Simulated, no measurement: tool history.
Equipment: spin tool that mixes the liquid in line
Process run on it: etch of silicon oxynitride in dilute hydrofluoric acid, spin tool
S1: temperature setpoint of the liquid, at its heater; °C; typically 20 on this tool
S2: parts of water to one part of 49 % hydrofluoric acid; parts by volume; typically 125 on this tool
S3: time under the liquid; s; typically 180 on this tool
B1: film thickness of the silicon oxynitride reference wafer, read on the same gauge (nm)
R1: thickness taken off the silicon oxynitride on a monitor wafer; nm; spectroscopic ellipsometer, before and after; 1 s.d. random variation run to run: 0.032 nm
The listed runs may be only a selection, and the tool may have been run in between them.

run	hour	S1	S2	S3	B1	R1
1	0	20	125	180	39.974	1.678
# hour 33.5: gauge calibrated
2	104.4	20	125	180	39.981	1.63
3	194.5	20	125	180	39.999	1.578
4	286.4	20	125	180	40	1.577
5	339.5	20	125	180	40.014	1.562
# hour 488.1: hydrofluoric acid flow meter replaced
# hour 543.8: thermometer replaced
6	594.3	20	125	180	40	1.731
7	680.9	20	80	180	40.01	2.687
8	785.3	20	125	180	39.985	1.586
9	821.3	20	125	180	40.003	1.672
# hour 854.6: gauge calibrated
10	873.2	20	125	180	39.98	1.614
11	970.2	22.5	110	240	39.983	2.762
12	1076.5	20	125	180	40.009	1.557
13	1146.8	20	125	180	40.01	1.469
14	1185.6	23	125	75	40.001	0.721
# hour 1202.5: hydrofluoric acid flow meter replaced
15	1239.8	20	80	145	40.012	2.228
16	1304.4	24.5	170	180	40.012	1.536
17	1348.6	20	125	180	40.023	1.769
18	1395.6	17	65	220	40	3.643
19	1482.4	20	125	125	39.999	1.186

Alternative continuations, all from the tool just after run 19; predict every row:
A	1482.9	23	125	180	?	?
B	1482.9	18.5	180	180	?	?
C	1482.9	21.5	125	125	?	?
D	1482.9	24	170	180	?	?

run	B1	R1
A	39.996	1.888
B	39.996	1.019
C	39.996	1.222
D	39.996	1.402
The same runs, with their run-to-run variation unchanged, on a tool lacking any hidden condition would have given:
run	R1
A	1.981
B	1.07
C	1.282
D	1.473
